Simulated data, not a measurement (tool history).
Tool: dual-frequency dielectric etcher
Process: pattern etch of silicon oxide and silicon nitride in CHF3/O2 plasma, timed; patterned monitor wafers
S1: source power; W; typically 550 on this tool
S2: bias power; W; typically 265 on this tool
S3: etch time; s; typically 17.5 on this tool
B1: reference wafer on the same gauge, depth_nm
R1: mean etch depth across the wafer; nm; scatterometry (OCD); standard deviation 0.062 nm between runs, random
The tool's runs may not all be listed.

run   hour   S1   S2    S3     B1     R1
  1    0.0  550  265  17.5  26.28  29.36
  2   14.6  550  265  17.5  26.30  29.36
  3   28.2  550  265  17.5  26.31  29.44
  4   48.2  650  265  17.5  26.29  31.42
  5   60.5  550  265  20.5  26.32  34.43
  6   75.9  550  265  20.5  26.31  34.49
     100.2  -- bias power generator calibrated
  7  100.7  550  265  20.5  26.29  34.44
  8  119.0  550  265  21.0  26.32  35.34

What will run 9 give?
  9  152.4  610  311  15.0   ?   ?

B1: 26.30
R1: 27.76 nm
Minus the tool's unlogged condition, the same run would have read R1 27.24 nm.

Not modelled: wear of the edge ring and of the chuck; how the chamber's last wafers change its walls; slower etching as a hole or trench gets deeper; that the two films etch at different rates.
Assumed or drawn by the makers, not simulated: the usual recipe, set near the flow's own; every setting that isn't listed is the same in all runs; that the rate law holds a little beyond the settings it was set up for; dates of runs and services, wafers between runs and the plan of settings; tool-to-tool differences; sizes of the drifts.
